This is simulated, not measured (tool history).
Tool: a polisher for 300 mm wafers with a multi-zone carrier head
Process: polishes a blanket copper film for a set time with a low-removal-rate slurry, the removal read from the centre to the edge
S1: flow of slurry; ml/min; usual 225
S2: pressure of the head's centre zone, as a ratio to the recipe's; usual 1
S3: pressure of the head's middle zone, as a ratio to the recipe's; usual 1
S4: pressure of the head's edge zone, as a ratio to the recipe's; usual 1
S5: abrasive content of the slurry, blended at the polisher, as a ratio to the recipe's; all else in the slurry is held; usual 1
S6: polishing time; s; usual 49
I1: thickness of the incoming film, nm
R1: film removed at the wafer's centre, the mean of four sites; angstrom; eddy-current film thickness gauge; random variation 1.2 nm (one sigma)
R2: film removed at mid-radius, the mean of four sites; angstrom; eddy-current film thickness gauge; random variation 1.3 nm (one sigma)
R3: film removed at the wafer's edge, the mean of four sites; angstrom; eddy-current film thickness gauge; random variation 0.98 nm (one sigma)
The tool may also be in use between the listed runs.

Run 1, hour 0: usual settings; I1 750. Result: R1 1238 angstrom, R2 1211 angstrom, R3 1207 angstrom.
Run 2, hour 14: usual settings but S6 59 s; I1 744.5. Result: R1 1478 angstrom, R2 1482 angstrom, R3 1461 angstrom.
Run 3, hour 28.6: usual settings but S6 59 s; I1 753.4. Result: R1 1469 angstrom, R2 1494 angstrom, R3 1462 angstrom.
Run 4, hour 43.8: usual settings but S2 1.08; I1 743.4. Result: R1 1291 angstrom, R2 1254 angstrom, R3 1208 angstrom.
Run 5, hour 50.7: usual settings but S2 1.08; I1 752.1. Result: R1 1289 angstrom, R2 1235 angstrom, R3 1215 angstrom.
Run 6, hour 57.1: usual settings but S2 1.08; I1 749.4. Result: R1 1304 angstrom, R2 1226 angstrom, R3 1216 angstrom.
Run 7, hour 71: usual settings; I1 733.9. Result: R1 1227 angstrom, R2 1225 angstrom, R3 1199 angstrom.
Run 8, hour 87.3: usual settings; I1 758.7. Result: R1 1248 angstrom, R2 1256 angstrom, R3 1198 angstrom.
Run 9, hour 96.9: usual settings but S1 270 ml/min, S5 1.3; I1 749.2. Result: R1 1311 angstrom, R2 1311 angstrom, R3 1291 angstrom.
Run 10, hour 121.5: usual settings but S6 59 s; I1 758.9. Result: R1 1457 angstrom, R2 1486 angstrom, R3 1424 angstrom.
Run 11, hour 138.4: usual settings but S2 0.96, S4 0.91; I1 745.9. Result: R1 1195 angstrom, R2 1248 angstrom, R3 1148 angstrom.
Run 12, hour 150.8: usual settings but S5 1.2; I1 751. Result: R1 1278 angstrom, R2 1268 angstrom, R3 1255 angstrom.
Run 13, hour 158.5: usual settings but S1 280 ml/min, S4 1.1, S6 59 s; I1 746. Result: R1 1504 angstrom, R2 1513 angstrom, R3 1548 angstrom.
Run 14, hour 165.2: usual settings but S1 175 ml/min, S2 1.12, S4 1.11, S5 0.85; I1 739.2. Result: R1 1240 angstrom, R2 1142 angstrom, R3 1212 angstrom.
Run 15, hour 182.1: usual settings but S1 205 ml/min, S2 1.07, S3 0.95, S6 61 s; I1 742.1. Result: R1 1574 angstrom, R2 1453 angstrom, R3 1482 angstrom.
Run 16, hour 232.6: usual settings; I1 739.9. Result: R1 1227 angstrom, R2 1272 angstrom, R3 1210 angstrom.
Run 17, hour 240.8: usual settings but S3 0.93, S4 1.1, S5 0.85, S6 66 s; I1 751.9. Result: R1 1597 angstrom, R2 1520 angstrom, R3 1671 angstrom.
Run 18, hour 255.1: usual settings; I1 750.6. Result: R1 1223 angstrom, R2 1232 angstrom, R3 1204 angstrom.
Run 19, hour 290.7: usual settings but S1 300 ml/min; I1 753.8. Result: R1 1263 angstrom, R2 1289 angstrom, R3 1248 angstrom.
Run 20, hour 299.1: usual settings but S2 0.9, S3 1.06, S6 61 s; I1 763.9. Result: R1 1393 angstrom, R2 1620 angstrom, R3 1493 angstrom.

Taken out of this log: 7 entries between the listed runs. Where each belongs, and how the hidden state differs across it:
Between runs 3 and 4: worn pad replaced by a new one (hour 41.7)
  no hidden state differs between the two runs
Between runs 7 and 8: edge zone pressure recalibrated (hour 76)
  no hidden state differs between the two runs
Between runs 9 and 10: carrier head's membrane replaced by a new one (hour 121)
  no hidden state differs between the two runs
Between runs 10 and 11: worn pad replaced by a new one (hour 137.2); slurry nozzle cleaned (hour 137.9)
  no hidden state differs between the two runs
Between runs 15 and 16: centre zone pressure recalibrated (hour 200.7); worn pad replaced by a new one (hour 231.6)
  no hidden state differs between the two runs

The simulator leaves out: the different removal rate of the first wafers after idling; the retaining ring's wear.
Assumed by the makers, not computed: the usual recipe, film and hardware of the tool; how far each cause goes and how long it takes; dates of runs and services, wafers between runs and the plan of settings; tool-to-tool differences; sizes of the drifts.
